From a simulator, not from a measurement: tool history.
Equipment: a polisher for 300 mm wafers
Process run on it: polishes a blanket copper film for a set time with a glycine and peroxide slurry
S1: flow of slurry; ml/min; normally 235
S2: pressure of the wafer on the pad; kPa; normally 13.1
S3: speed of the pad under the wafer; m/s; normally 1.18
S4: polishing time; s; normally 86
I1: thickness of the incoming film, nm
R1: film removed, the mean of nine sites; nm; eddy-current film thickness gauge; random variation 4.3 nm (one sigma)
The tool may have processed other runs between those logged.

Run 1, hour 0: usual settings; I1 2001.9. Result: R1 448.1 nm.
Run 2, hour 53.5: usual settings but S1 255 ml/min; I1 1992.5. Result: R1 446.5 nm.
Run 3, hour 78.8: usual settings; I1 1967.8. Result: R1 443.3 nm.
Run 4, hour 129.1: usual settings; I1 1977.3. Result: R1 441.7 nm.
Run 5, hour 169.8: usual settings; I1 1974.4. Result: R1 431.9 nm.
Run 6, hour 204.4: usual settings; I1 2014.2. Result: R1 433.6 nm.
Run 7, hour 272: usual settings; I1 1984.7. Result: R1 424.4 nm.
Run 8, hour 296.9: usual settings; I1 1987.4. Result: R1 420.3 nm.
Run 9, hour 349.6: usual settings; I1 2015.6. Result: R1 413.7 nm.
Run 10, hour 417.1: usual settings but S1 215 ml/min; I1 1983.5. Result: R1 400 nm.
Run 11, hour 469.4: usual settings; I1 1995.2. Result: R1 447.9 nm.
Run 12, hour 531.8: usual settings; I1 1957.2. Result: R1 455.7 nm.
Run 13, hour 598.3: usual settings; I1 1973.3. Result: R1 452.1 nm.
Run 14, hour 637.7: usual settings; I1 1972.7. Result: R1 445.1 nm.
Run 15, hour 675.2: usual settings; I1 1993.1. Result: R1 435.7 nm.
Run 16, hour 705: usual settings; I1 2006.4. Result: R1 439.4 nm.
Run 17, hour 772.6: usual settings but S3 0.98 m/s; I1 1977.6. Result: R1 382.3 nm.
Run 18, hour 831.3: usual settings; I1 1984.4. Result: R1 414.3 nm.
Run 19, hour 896.3: usual settings; I1 1985.6. Result: R1 449.3 nm.
Run 20, hour 932.8: usual settings; I1 1985. Result: R1 451.5 nm.
Run 21, hour 994.5: usual settings; I1 1994.2. Result: R1 445.7 nm.
Run 22, hour 1060.4: usual settings; I1 1986.8. Result: R1 447.9 nm.
Run 23, hour 1119.3: usual settings but S1 165 ml/min, S3 1.54 m/s, S4 96 s; I1 1979.3. Result: R1 552.1 nm.
Run 24, hour 1170.4: usual settings but S1 200 ml/min, S4 107 s; I1 2002.4. Result: R1 524.2 nm.
Run 25, hour 1228.6: usual settings but S1 200 ml/min, S3 1.52 m/s; I1 1964.1. Result: R1 478.2 nm.
Run 26, hour 1351.2: usual settings but S1 295 ml/min, S3 0.86 m/s, S4 105 s; I1 2010.4. Result: R1 474.2 nm.
Run 27, hour 1391.5: usual settings but S2 17.2 kPa; I1 1992.1. Result: R1 548.2 nm.
Run 28, hour 1427.2: usual settings but S1 285 ml/min, S2 11 kPa, S3 0.84 m/s, S4 70 s; I1 1998.6. Result: R1 280.2 nm.
Run 29, hour 1471.6: usual settings but S3 1.36 m/s; I1 2019. Result: R1 484.4 nm.
Run 30, hour 1507.1: usual settings but S2 11 kPa, S4 72 s; I1 1997. Result: R1 332.1 nm.
Run 31, hour 1545.6: usual settings but S1 175 ml/min, S2 9.7 kPa, S3 1.4 m/s, S4 101 s; I1 1993.7. Result: R1 447.7 nm.
Run 32, hour 1596.2: usual settings but S2 10.3 kPa, S3 1.54 m/s; I1 1950.9. Result: R1 434.2 nm.
Run 33, hour 1637.2: usual settings but S2 8.3 kPa, S4 74 s; I1 1994.7. Result: R1 276.8 nm.
Run 34, hour 1694.4: usual settings but S2 16.5 kPa, S3 0.82 m/s, S4 109 s; I1 1974.9. Result: R1 509.1 nm.
Run 35, hour 1744.6: usual settings but S2 11.7 kPa, S4 57 s; I1 1987. Result: R1 277.5 nm.
Run 36, hour 1770.5: usual settings but S2 15.2 kPa; I1 2032.7. Result: R1 501.3 nm.
Run 37, hour 1833.1: usual settings; I1 1959.2. Result: R1 449.6 nm.
Run 38, hour 1857.8: usual settings; I1 1965. Result: R1 439.8 nm.

The log once held 11 entries between its listed runs, left out of this copy. Where does each go, and what is different about the tool's unlogged condition between the listed run before it and the listed run after it?
Runs 1 to 2: head pressure recalibrated (hour 16.2)
  removal rate lost through wear of the pad, %: 1.2 -> 1.51
  measured less the result without the state, R1: -5.4 -> -6.9 nm
Runs 10 to 11: worn pad replaced by a new one (hour 456.1); head pressure recalibrated (hour 465)
  removal rate lost through wear of the pad, %: 11.7 -> 0.0294
  measured less the result without the state, R1: -52.9 -> -0.2 nm
Runs 14 to 15: slurry nozzle cleaned (hour 646.3)
  removal rate lost through wear of the pad, %: 1.78 -> 2.57
  measured less the result without the state, R1: -8 -> -11.5 nm
Runs 18 to 19: worn pad replaced by a new one (hour 861.2); head pressure recalibrated (hour 882.5)
  removal rate lost through wear of the pad, %: 7.51 -> 0.15
  measured less the result without the state, R1: -33.6 -> -0.7 nm
Runs 25 to 26: head pressure recalibrated (hour 1313.6); worn pad replaced by a new one (hour 1327.9)
  removal rate lost through wear of the pad, %: 7.27 -> 0.308
  measured less the result without the state, R1: -37.5 -> -1.4 nm
Runs 32 to 33: slurry nozzle cleaned (hour 1617.1)
  removal rate lost through wear of the pad, %: 4.11 -> 5.37
  measured less the result without the state, R1: -18.6 -> -15.7 nm
Runs 34 to 35: worn pad replaced by a new one (hour 1719.1)
  removal rate lost through wear of the pad, %: 7.43 -> 0.656
  measured less the result without the state, R1: -40.8 -> -1.8 nm
Runs 35 to 36: head pressure recalibrated (hour 1768.6)
  removal rate lost through wear of the pad, %: 0.656 -> 0.763
  measured less the result without the state, R1: -1.8 -> -3.9 nm
